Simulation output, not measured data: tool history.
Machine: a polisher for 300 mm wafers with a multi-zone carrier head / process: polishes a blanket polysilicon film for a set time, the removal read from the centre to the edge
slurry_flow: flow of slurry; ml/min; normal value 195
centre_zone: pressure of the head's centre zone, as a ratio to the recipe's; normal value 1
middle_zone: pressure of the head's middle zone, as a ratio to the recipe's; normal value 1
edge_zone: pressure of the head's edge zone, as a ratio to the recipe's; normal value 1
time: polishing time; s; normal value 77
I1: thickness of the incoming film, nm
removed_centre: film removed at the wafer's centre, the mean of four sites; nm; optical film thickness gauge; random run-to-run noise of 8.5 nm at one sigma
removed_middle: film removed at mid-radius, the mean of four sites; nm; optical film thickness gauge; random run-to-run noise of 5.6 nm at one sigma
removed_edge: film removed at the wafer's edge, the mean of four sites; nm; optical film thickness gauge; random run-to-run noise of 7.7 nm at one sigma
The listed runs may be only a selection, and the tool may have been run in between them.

{"run": 1, "hour": 0.0, "slurry_flow": 195, "centre_zone": 1, "middle_zone": 1, "edge_zone": 1, "time": 77, "I1": 2212.9, "removed_centre": 582.8, "removed_middle": 578.9, "removed_edge": 567.3}
{"run": 2, "hour": 88.9, "slurry_flow": 195, "centre_zone": 1, "middle_zone": 1, "edge_zone": 1, "time": 77, "I1": 2244.7, "removed_centre": 592.9, "removed_middle": 589.2, "removed_edge": 566.4}
{"hour": 135.3, "done": "worn pad replaced by a new one"}
{"run": 3, "hour": 159.8, "slurry_flow": 195, "centre_zone": 1, "middle_zone": 1, "edge_zone": 1, "time": 77, "I1": 2259.7, "removed_centre": 604.9, "removed_middle": 585.6, "removed_edge": 577.4}
{"hour": 171.0, "done": "slurry nozzle cleaned"}
{"run": 4, "hour": 216.0, "slurry_flow": 195, "centre_zone": 1, "middle_zone": 1, "edge_zone": 1, "time": 77, "I1": 2233.6, "removed_centre": 588.6, "removed_middle": 571.9, "removed_edge": 565.8}
{"run": 5, "hour": 314.0, "slurry_flow": 195, "centre_zone": 0.92, "middle_zone": 1, "edge_zone": 1, "time": 77, "I1": 2268.1, "removed_centre": 555.7, "removed_middle": 597, "removed_edge": 583}
{"run": 6, "hour": 404.4, "slurry_flow": 195, "centre_zone": 1.08, "middle_zone": 1, "edge_zone": 1, "time": 77, "I1": 2269.3, "removed_centre": 659.9, "removed_middle": 588, "removed_edge": 577.3}
{"run": 7, "hour": 497.1, "slurry_flow": 195, "centre_zone": 1.08, "middle_zone": 1, "edge_zone": 1, "time": 77, "I1": 2205.6, "removed_centre": 666.2, "removed_middle": 576.9, "removed_edge": 565.3}
{"hour": 519.6, "done": "worn pad replaced by a new one"}
{"run": 8, "hour": 566.6, "slurry_flow": 195, "centre_zone": 1, "middle_zone": 1, "edge_zone": 0.93, "time": 77, "I1": 2282.4, "removed_centre": 615.7, "removed_middle": 578.6, "removed_edge": 555.7}
{"hour": 582.7, "done": "slurry nozzle cleaned"}
{"hour": 585.4, "done": "carrier head's membrane replaced by a new one"}
{"run": 9, "hour": 612.5, "slurry_flow": 195, "centre_zone": 1, "middle_zone": 1.06, "edge_zone": 1, "time": 69, "I1": 2268.8, "removed_centre": 547.8, "removed_middle": 555.3, "removed_edge": 512.2}
{"hour": 777.9, "done": "edge zone pressure recalibrated"}
{"run": 10, "hour": 778.4, "slurry_flow": 195, "centre_zone": 1, "middle_zone": 1.06, "edge_zone": 1, "time": 69, "I1": 2272.2, "removed_centre": 565.9, "removed_middle": 546.1, "removed_edge": 491.4}
{"run": 11, "hour": 850.6, "slurry_flow": 195, "centre_zone": 1, "middle_zone": 1.06, "edge_zone": 1, "time": 69, "I1": 2236.5, "removed_centre": 559.3, "removed_middle": 543.9, "removed_edge": 506.3}
{"hour": 889.8, "done": "worn pad replaced by a new one"}
{"run": 12, "hour": 914.9, "slurry_flow": 195, "centre_zone": 1, "middle_zone": 1, "edge_zone": 1, "time": 77, "I1": 2225.3, "removed_centre": 632.4, "removed_middle": 590.2, "removed_edge": 572.3}
{"hour": 939.0, "done": "slurry nozzle cleaned"}
{"run": 13, "hour": 979.2, "slurry_flow": 160, "centre_zone": 1, "middle_zone": 1, "edge_zone": 1.11, "time": 99, "I1": 2195.8, "removed_centre": 756, "removed_middle": 727.1, "removed_edge": 742.5}
{"hour": 1051.9, "done": "centre zone pressure recalibrated"}
{"run": 14, "hour": 1084.8, "slurry_flow": 195, "centre_zone": 1, "middle_zone": 1.08, "edge_zone": 1.1, "time": 103, "I1": 2220.8, "removed_centre": 883.7, "removed_middle": 848, "removed_edge": 796.6}
{"run": 15, "hour": 1134.2, "slurry_flow": 195, "centre_zone": 1.09, "middle_zone": 1.1, "edge_zone": 1, "time": 77, "I1": 2264.8, "removed_centre": 741.7, "removed_middle": 631.4, "removed_edge": 560.9}
{"hour": 1192.0, "done": "worn pad replaced by a new one"}
{"run": 16, "hour": 1192.5, "slurry_flow": 140, "centre_zone": 1, "middle_zone": 1, "edge_zone": 1, "time": 57, "I1": 2253.1, "removed_centre": 459.2, "removed_middle": 408.2, "removed_edge": 399.2}
{"run": 17, "hour": 1288.9, "slurry_flow": 195, "centre_zone": 1, "middle_zone": 1, "edge_zone": 0.93, "time": 77, "I1": 2261.6, "removed_centre": 668.4, "removed_middle": 596.7, "removed_edge": 543.3}
{"hour": 1331.1, "done": "slurry nozzle cleaned"}
{"hour": 1370.0, "done": "centre zone pressure recalibrated, repeated, since the last time left the tool worse"}
{"run": 18, "hour": 1388.3, "slurry_flow": 195, "centre_zone": 1.1, "middle_zone": 1, "edge_zone": 1, "time": 62, "I1": 2255.8, "removed_centre": 526.2, "removed_middle": 475.5, "removed_edge": 453.9}
{"run": 19, "hour": 1460.8, "slurry_flow": 195, "centre_zone": 1, "middle_zone": 1, "edge_zone": 1, "time": 77, "I1": 2246.1, "removed_centre": 593, "removed_middle": 582.1, "removed_edge": 547.5}
{"hour": 1480.7, "done": "worn pad replaced by a new one"}
{"run": 20, "hour": 1520.8, "slurry_flow": 155, "centre_zone": 1, "middle_zone": 1, "edge_zone": 1, "time": 88, "I1": 2261.4, "removed_centre": 651.8, "removed_middle": 634.8, "removed_edge": 624.4}
{"run": 21, "hour": 1582.6, "slurry_flow": 195, "centre_zone": 0.94, "middle_zone": 1, "edge_zone": 1, "time": 77, "I1": 2236.9, "removed_centre": 558.7, "removed_middle": 595, "removed_edge": 551.7}
{"hour": 1641.0, "done": "edge zone pressure recalibrated"}
{"run": 22, "hour": 1677.2, "slurry_flow": 135, "centre_zone": 1, "middle_zone": 1, "edge_zone": 0.96, "time": 77, "I1": 2244.2, "removed_centre": 547.4, "removed_middle": 549.6, "removed_edge": 532.6}

Branching from run 22: 3 alternative next runs. What would each branch give?
{"run": "A", "hour": 1677.7, "slurry_flow": 240, "centre_zone": 1, "middle_zone": 1, "edge_zone": 1, "time": 77, "I1": 2237.6, "removed_centre": "?", "removed_middle": "?", "removed_edge": "?"}
{"run": "B", "hour": 1677.7, "slurry_flow": 170, "centre_zone": 1, "middle_zone": 1, "edge_zone": 1.05, "time": 77, "I1": 2237.6, "removed_centre": "?", "removed_middle": "?", "removed_edge": "?"}
{"run": "C", "hour": 1677.7, "slurry_flow": 195, "centre_zone": 1.1, "middle_zone": 0.93, "edge_zone": 1, "time": 77, "I1": 2237.6, "removed_centre": "?", "removed_middle": "?", "removed_edge": "?"}

run=A removed_centre=613.3 removed_middle=595.9 removed_edge=582.3
run=B removed_centre=580.2 removed_middle=567.1 removed_edge=574.9
run=C removed_centre=653.9 removed_middle=545 removed_edge=570.9
Had the tool no hidden state, the same runs would have come out as:
run=A removed_centre=591.3 removed_middle=596 removed_edge=582.3
run=B removed_centre=559.4 removed_middle=567.2 removed_edge=574.9
run=C removed_centre=630.7 removed_middle=545.2 removed_edge=570.9
